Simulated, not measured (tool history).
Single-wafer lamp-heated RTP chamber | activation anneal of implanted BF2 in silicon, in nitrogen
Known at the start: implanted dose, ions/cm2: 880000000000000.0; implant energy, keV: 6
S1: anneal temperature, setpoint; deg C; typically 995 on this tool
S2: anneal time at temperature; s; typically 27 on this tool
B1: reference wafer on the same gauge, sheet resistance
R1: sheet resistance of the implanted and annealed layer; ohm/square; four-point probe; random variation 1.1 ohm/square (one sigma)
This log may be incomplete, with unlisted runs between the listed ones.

run,hour,S1,S2,B1,R1
1,0,995,27,282.09,273.13
2,26.2,995,27,282.25,274.45
3,87.6,995,27,282.04,272.27
4,132.3,995,27,281.78,272.09
5,157.9,987,38,282.09,269.81
6,229.3,974,27,282.08,333.43
# hour 238.3: pyrometer window cleaned and pyrometer calibrated
7,268.1,974,27,281.88,346.06
8,322.8,974,27,282.15,339.77
9,507.9,1016,27,282.07,230.83
10,537.4,995,27,282.12,270
# hour 572.9: gauge calibrated
11,573.1,995,27,281.87,268.54
# hour 763.1: reflector plate cleaned
12,763.6,995,27,282.27,272.01
# hour 772.2: pyrometer window cleaned and pyrometer calibrated
13,817.7,995,27,282.08,278.81
14,886.6,995,27,281.85,274.67
15,941,995,23,281.87,285.84
16,974.6,1024,12,282.07,263.8
17,1043,995,27,282,272.34
18,1101.8,995,27,281.87,270.26
19,1141.9,995,27,281.93,271.47
20,1210.9,968,11,281.92,441.42
# hour 1242.1: pyrometer window cleaned and pyrometer calibrated
21,1242.6,995,27,281.88,277.49
22,1292.4,1007,27,281.81,248.11
23,1333.5,995,39,282.01,250.64
24,1382.6,995,38,281.99,249.64
25,1412.1,984,39,282.03,271.83
26,1467.7,995,27,282.15,268.33
27,1498.1,995,27,281.88,264.42
28,1557.1,1019,21,282.02,234.49
29,1620,1024,12,281.98,254.47
# hour 1672.2: reflector plate cleaned
30,1688.1,1016,20,281.94,247.08
# hour 1731.5: pyrometer window cleaned and pyrometer calibrated
31,1748.4,995,17,281.82,307.83
32,1785.3,1010,33,282.21,231.71
33,1844,977,35,281.97,304.15
34,1888.4,1011,40,281.84,220.82
35,1937.6,995,27,282.03,269.94
36,1976.5,995,27,281.82,270.07
37,2040.3,995,41,281.86,242.63

3 options for the next run, each taken on its own from the tool as it stands now. Forecast them:
A,2040.7,995,27,?,?
B,2040.7,1006,27,?,?
C,2040.7,1025,41,?,?

run,B1,R1
A,281.85,267.28
B,281.85,244.13
C,281.85,201.42
Take away the tool's hidden state, keep each run's random variation, and the runs would have read:
run,R1
A,280.15
B,254.21
C,206.39
